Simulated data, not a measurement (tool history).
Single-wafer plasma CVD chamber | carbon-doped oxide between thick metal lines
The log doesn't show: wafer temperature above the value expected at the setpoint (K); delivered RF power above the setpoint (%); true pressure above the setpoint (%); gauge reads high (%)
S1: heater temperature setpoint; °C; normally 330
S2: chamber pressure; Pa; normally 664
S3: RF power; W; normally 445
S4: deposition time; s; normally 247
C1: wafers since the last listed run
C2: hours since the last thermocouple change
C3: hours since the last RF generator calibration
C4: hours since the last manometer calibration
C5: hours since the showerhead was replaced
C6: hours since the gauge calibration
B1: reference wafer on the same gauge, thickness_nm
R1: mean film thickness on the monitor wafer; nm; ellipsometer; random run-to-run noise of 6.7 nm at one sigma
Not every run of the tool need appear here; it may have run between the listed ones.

{"run": 1, "hour": 0.0, "S1": 330, "S2": 664, "S3": 445, "S4": 247, "C1": 0, "C2": 808.6, "C3": 2394.4, "C4": 1259.4, "C5": 2127.7, "C6": 2354.5, "B1": 1169.209, "R1": 1165.731}
{"run": 2, "hour": 78.3, "S1": 330, "S2": 664, "S3": 445, "S4": 247, "C1": 509, "C2": 886.9, "C3": 2472.7, "C4": 1337.7, "C5": 2206, "C6": 2432.8, "B1": 1170.633, "R1": 1161.512}
{"run": 3, "hour": 116.7, "S1": 330, "S2": 664, "S3": 445, "S4": 247, "C1": 249, "C2": 925.3, "C3": 2511.1, "C4": 1376.1, "C5": 2244.4, "C6": 2471.2, "B1": 1169.857, "R1": 1161.459}
{"hour": 135.9, "done": "RF generator calibrated"}
{"run": 4, "hour": 153.0, "S1": 330, "S2": 664, "S3": 445, "S4": 247, "C1": 184, "C2": 961.6, "C3": 17.1, "C4": 1412.4, "C5": 2280.7, "C6": 2507.5, "B1": 1170.818, "R1": 1225.438}
{"run": 5, "hour": 256.8, "S1": 330, "S2": 664, "S3": 445, "S4": 247, "C1": 675, "C2": 1065.4, "C3": 120.9, "C4": 1516.2, "C5": 2384.5, "C6": 2611.3, "B1": 1168.579, "R1": 1230.671}
{"hour": 340.3, "done": "capacitance manometer re-zeroed and calibrated"}
{"run": 6, "hour": 436.1, "S1": 335, "S2": 664, "S3": 445, "S4": 247, "C1": 1114, "C2": 1244.7, "C3": 300.2, "C4": 95.8, "C5": 2563.8, "C6": 2790.6, "B1": 1170.285, "R1": 1214.32}
{"hour": 445.9, "done": "gauge calibrated"}
{"run": 7, "hour": 536.0, "S1": 335, "S2": 664, "S3": 445, "S4": 247, "C1": 650, "C2": 1344.6, "C3": 400.1, "C4": 195.7, "C5": 2663.7, "C6": 90.1, "B1": 1168.51, "R1": 1200.089}
{"run": 8, "hour": 668.4, "S1": 330, "S2": 664, "S3": 445, "S4": 247, "C1": 861, "C2": 1477, "C3": 532.5, "C4": 328.1, "C5": 2796.1, "C6": 222.5, "B1": 1168.352, "R1": 1223.588}
{"run": 9, "hour": 712.6, "S1": 342, "S2": 796, "S3": 405, "S4": 285, "C1": 287, "C2": 1521.2, "C3": 576.7, "C4": 372.3, "C5": 2840.3, "C6": 266.7, "B1": 1170.706, "R1": 1310.626}
{"run": 10, "hour": 803.6, "S1": 330, "S2": 664, "S3": 445, "S4": 213, "C1": 592, "C2": 1612.2, "C3": 667.7, "C4": 463.3, "C5": 2931.3, "C6": 357.7, "B1": 1169.228, "R1": 1062.463}
{"run": 11, "hour": 906.0, "S1": 342, "S2": 747, "S3": 420, "S4": 247, "C1": 666, "C2": 1714.6, "C3": 770.1, "C4": 565.7, "C5": 3033.7, "C6": 460.1, "B1": 1171.705, "R1": 1158.177}
{"run": 12, "hour": 1008.6, "S1": 330, "S2": 664, "S3": 385, "S4": 247, "C1": 667, "C2": 1817.2, "C3": 872.7, "C4": 668.3, "C5": 3136.3, "C6": 562.7, "B1": 1170.891, "R1": 1114.29}
{"hour": 1044.4, "done": "showerhead replaced"}
{"run": 13, "hour": 1075.2, "S1": 343, "S2": 664, "S3": 495, "S4": 234, "C1": 381, "C2": 1883.8, "C3": 939.3, "C4": 734.9, "C5": 30.8, "C6": 629.3, "B1": 1172.587, "R1": 1181.244}
{"run": 14, "hour": 1168.8, "S1": 336, "S2": 571, "S3": 445, "S4": 247, "C1": 609, "C2": 1977.4, "C3": 1032.9, "C4": 828.5, "C5": 124.4, "C6": 722.9, "B1": 1170.977, "R1": 1154.584}
{"run": 15, "hour": 1252.6, "S1": 326, "S2": 753, "S3": 515, "S4": 247, "C1": 545, "C2": 2061.2, "C3": 1116.7, "C4": 912.3, "C5": 208.2, "C6": 806.7, "B1": 1170.766, "R1": 1380.192}
{"run": 16, "hour": 1339.9, "S1": 316, "S2": 781, "S3": 445, "S4": 247, "C1": 568, "C2": 2148.5, "C3": 1204, "C4": 999.6, "C5": 295.5, "C6": 894, "B1": 1171.173, "R1": 1317.897}
{"run": 17, "hour": 1429.9, "S1": 338, "S2": 664, "S3": 445, "S4": 247, "C1": 585, "C2": 2238.5, "C3": 1294, "C4": 1089.6, "C5": 385.5, "C6": 984, "B1": 1169.784, "R1": 1170.266}
{"hour": 1446.3, "done": "thermocouple changed; heater temperature recalibrated"}
{"run": 18, "hour": 1534.0, "S1": 326, "S2": 521, "S3": 475, "S4": 247, "C1": 625, "C2": 87.7, "C3": 1398.1, "C4": 1193.7, "C5": 489.6, "C6": 1088.1, "B1": 1169.442, "R1": 1249.979}
{"run": 19, "hour": 1581.1, "S1": 317, "S2": 664, "S3": 445, "S4": 209, "C1": 306, "C2": 134.8, "C3": 1445.2, "C4": 1240.8, "C5": 536.7, "C6": 1135.2, "B1": 1169.671, "R1": 1070.335}
{"run": 20, "hour": 1675.3, "S1": 321, "S2": 664, "S3": 445, "S4": 205, "C1": 613, "C2": 229, "C3": 1539.4, "C4": 1335, "C5": 630.9, "C6": 1229.4, "B1": 1169.437, "R1": 1036.109}
{"run": 21, "hour": 1748.1, "S1": 330, "S2": 511, "S3": 360, "S4": 247, "C1": 473, "C2": 301.8, "C3": 1612.2, "C4": 1407.8, "C5": 703.7, "C6": 1302.2, "B1": 1170.72, "R1": 993.72}
{"run": 22, "hour": 1843.0, "S1": 330, "S2": 664, "S3": 495, "S4": 207, "C1": 617, "C2": 396.7, "C3": 1707.1, "C4": 1502.7, "C5": 798.6, "C6": 1397.1, "B1": 1170.048, "R1": 1065.988}
{"run": 23, "hour": 1912.7, "S1": 330, "S2": 608, "S3": 445, "S4": 296, "C1": 453, "C2": 466.4, "C3": 1776.8, "C4": 1572.4, "C5": 868.3, "C6": 1466.8, "B1": 1169.507, "R1": 1418.895}
{"hour": 1969.1, "done": "capacitance manometer re-zeroed and calibrated"}
{"run": 24, "hour": 1969.6, "S1": 339, "S2": 548, "S3": 445, "S4": 234, "C1": 318, "C2": 523.3, "C3": 1833.7, "C4": 0.5, "C5": 925.2, "C6": 1523.7, "B1": 1169.635, "R1": 1068.654}
{"run": 25, "hour": 2060.1, "S1": 344, "S2": 723, "S3": 415, "S4": 262, "C1": 589, "C2": 613.8, "C3": 1924.2, "C4": 91, "C5": 1015.7, "C6": 1614.2, "B1": 1169.394, "R1": 1161.717}
{"run": 26, "hour": 2099.9, "S1": 330, "S2": 664, "S3": 445, "S4": 247, "C1": 259, "C2": 653.6, "C3": 1964, "C4": 130.8, "C5": 1055.5, "C6": 1654, "B1": 1168.534, "R1": 1192.474}
{"run": 27, "hour": 2205.2, "S1": 320, "S2": 793, "S3": 525, "S4": 247, "C1": 685, "C2": 758.9, "C3": 2069.3, "C4": 236.1, "C5": 1160.8, "C6": 1759.3, "B1": 1171.273, "R1": 1395.258}
{"run": 28, "hour": 2261.4, "S1": 330, "S2": 664, "S3": 445, "S4": 247, "C1": 365, "C2": 815.1, "C3": 2125.5, "C4": 292.3, "C5": 1217, "C6": 1815.5, "B1": 1169.403, "R1": 1194.08}

Branching from run 28: 4 alternative next runs. What would each branch give?
{"run": "A", "hour": 2261.9, "S1": 330, "S2": 664, "S3": 445, "S4": 247, "C1": 3, "C2": 815.6, "C3": 2126, "C4": 292.8, "C5": 1217.5, "C6": 1816, "B1": "?", "R1": "?"}
{"run": "B", "hour": 2261.9, "S1": 330, "S2": 733, "S3": 495, "S4": 292, "C1": 3, "C2": 815.6, "C3": 2126, "C4": 292.8, "C5": 1217.5, "C6": 1816, "B1": "?", "R1": "?"}
{"run": "C", "hour": 2261.9, "S1": 336, "S2": 759, "S3": 445, "S4": 247, "C1": 3, "C2": 815.6, "C3": 2126, "C4": 292.8, "C5": 1217.5, "C6": 1816, "B1": "?", "R1": "?"}
{"run": "D", "hour": 2261.9, "S1": 340, "S2": 664, "S3": 395, "S4": 278, "C1": 3, "C2": 815.6, "C3": 2126, "C4": 292.8, "C5": 1217.5, "C6": 1816, "B1": "?", "R1": "?"}

run=A B1=1169.849 R1=1182.906
run=B B1=1169.849 R1=1525.123
run=C B1=1169.849 R1=1181.231
run=D B1=1169.849 R1=1185.348
With the hidden condition removed and each run's random variation left untouched, the same runs would have given:
run=A R1=1242.799
run=B R1=1591.432
run=C R1=1241.04
run=D R1=1246.67
